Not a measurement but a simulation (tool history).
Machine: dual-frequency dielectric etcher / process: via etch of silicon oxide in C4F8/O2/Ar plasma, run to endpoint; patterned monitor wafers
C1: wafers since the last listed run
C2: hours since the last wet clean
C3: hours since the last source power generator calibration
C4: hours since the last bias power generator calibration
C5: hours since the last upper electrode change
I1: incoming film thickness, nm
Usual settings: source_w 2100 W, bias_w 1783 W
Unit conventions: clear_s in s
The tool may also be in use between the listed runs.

{"run": 1, "hour": 0.0, "source_w": 2100, "bias_w": 1783, "C1": 0, "C2": 364.7, "C3": 2639.8, "C4": 4039.9, "C5": 2532.2, "I1": 1349.5, "clear_s": 289.1}
{"run": 2, "hour": 12.7, "source_w": 2100, "bias_w": 1783, "C1": 78, "C2": 377.4, "C3": 2652.5, "C4": 4052.6, "C5": 2544.9, "I1": 1338.8, "clear_s": 287.2}
{"run": 3, "hour": 30.6, "source_w": 2100, "bias_w": 1783, "C1": 110, "C2": 395.3, "C3": 2670.4, "C4": 4070.5, "C5": 2562.8, "I1": 1340.5, "clear_s": 289.3}
{"run": 4, "hour": 50.4, "source_w": 2100, "bias_w": 1783, "C1": 122, "C2": 415.1, "C3": 2690.2, "C4": 4090.3, "C5": 2582.6, "I1": 1355.8, "clear_s": 290.7}
{"run": 5, "hour": 82.7, "source_w": 2100, "bias_w": 1783, "C1": 200, "C2": 447.4, "C3": 2722.5, "C4": 4122.6, "C5": 2614.9, "I1": 1345.8, "clear_s": 290.9}
{"run": 6, "hour": 111.9, "source_w": 2100, "bias_w": 1783, "C1": 180, "C2": 476.6, "C3": 2751.7, "C4": 4151.8, "C5": 2644.1, "I1": 1341.6, "clear_s": 287.5}
{"hour": 150.4, "done": "bias power generator calibrated"}
{"hour": 156.6, "done": "wet clean of the chamber"}
{"run": 7, "hour": 157.1, "source_w": 2100, "bias_w": 1783, "C1": 216, "C2": 0.5, "C3": 2796.9, "C4": 6.7, "C5": 2689.3, "I1": 1336.6, "clear_s": 290.8}
{"run": 8, "hour": 169.5, "source_w": 1900, "bias_w": 1783, "C1": 76, "C2": 12.9, "C3": 2809.3, "C4": 19.1, "C5": 2701.7, "I1": 1351.3, "clear_s": 308.5}
{"run": 9, "hour": 185.6, "source_w": 1640, "bias_w": 1507, "C1": 99, "C2": 29, "C3": 2825.4, "C4": 35.2, "C5": 2717.8, "I1": 1336.1, "clear_s": 341.8}
{"run": 10, "hour": 220.5, "source_w": 2100, "bias_w": 1508, "C1": 216, "C2": 63.9, "C3": 2860.3, "C4": 70.1, "C5": 2752.7, "I1": 1350.3, "clear_s": 306.6}
{"run": 11, "hour": 237.7, "source_w": 2340, "bias_w": 1349, "C1": 106, "C2": 81.1, "C3": 2877.5, "C4": 87.3, "C5": 2769.9, "I1": 1347.3, "clear_s": 295.6}
{"run": 12, "hour": 254.2, "source_w": 2100, "bias_w": 1783, "C1": 102, "C2": 97.6, "C3": 2894, "C4": 103.8, "C5": 2786.4, "I1": 1347.7, "clear_s": 292.6}
{"hour": 284.7, "done": "upper electrode replaced"}
{"hour": 315.3, "done": "source power generator calibrated"}
{"run": 13, "hour": 354.2, "source_w": 2350, "bias_w": 1783, "C1": 446, "C2": 197.6, "C3": 38.9, "C4": 203.8, "C5": 69.5, "I1": 1355, "clear_s": 278.1}
{"run": 14, "hour": 385.4, "source_w": 2510, "bias_w": 1783, "C1": 193, "C2": 228.8, "C3": 70.1, "C4": 235, "C5": 100.7, "I1": 1350.5, "clear_s": 267.1}
{"run": 15, "hour": 417.7, "source_w": 1720, "bias_w": 1624, "C1": 200, "C2": 261.1, "C3": 102.4, "C4": 267.3, "C5": 133, "I1": 1350.4, "clear_s": 328.7}
{"run": 16, "hour": 446.2, "source_w": 2360, "bias_w": 2065, "C1": 176, "C2": 289.6, "C3": 130.9, "C4": 295.8, "C5": 161.5, "I1": 1357.2, "clear_s": 265.8}
{"run": 17, "hour": 463.3, "source_w": 2350, "bias_w": 1783, "C1": 105, "C2": 306.7, "C3": 148, "C4": 312.9, "C5": 178.6, "I1": 1346.5, "clear_s": 274.7}

5 ways to go on from here, each from the tool as it stands after run 17. What would each give?
{"run": "A", "hour": 463.8, "source_w": 2100, "bias_w": 1783, "C1": 3, "C2": 307.2, "C3": 148.5, "C4": 313.4, "C5": 179.1, "I1": 1340.9, "clear_s": "?"}
{"run": "B", "hour": 463.8, "source_w": 2460, "bias_w": 1942, "C1": 3, "C2": 307.2, "C3": 148.5, "C4": 313.4, "C5": 179.1, "I1": 1340.9, "clear_s": "?"}
{"run": "C", "hour": 463.8, "source_w": 1800, "bias_w": 1594, "C1": 3, "C2": 307.2, "C3": 148.5, "C4": 313.4, "C5": 179.1, "I1": 1340.9, "clear_s": "?"}
{"run": "D", "hour": 463.8, "source_w": 2100, "bias_w": 2016, "C1": 3, "C2": 307.2, "C3": 148.5, "C4": 313.4, "C5": 179.1, "I1": 1340.9, "clear_s": "?"}
{"run": "E", "hour": 463.8, "source_w": 1660, "bias_w": 1606, "C1": 3, "C2": 307.2, "C3": 148.5, "C4": 313.4, "C5": 179.1, "I1": 1340.9, "clear_s": "?"}

run=A clear_s=288.9
run=B clear_s=262
run=C clear_s=320.7
run=D clear_s=279.7
run=E clear_s=333.5
The same runs, with their run-to-run variation unchanged, on a tool lacking any hidden condition would have given:
run=A clear_s=292.6
run=B clear_s=265.4
run=C clear_s=324.8
run=D clear_s=283.3
run=E clear_s=337.7
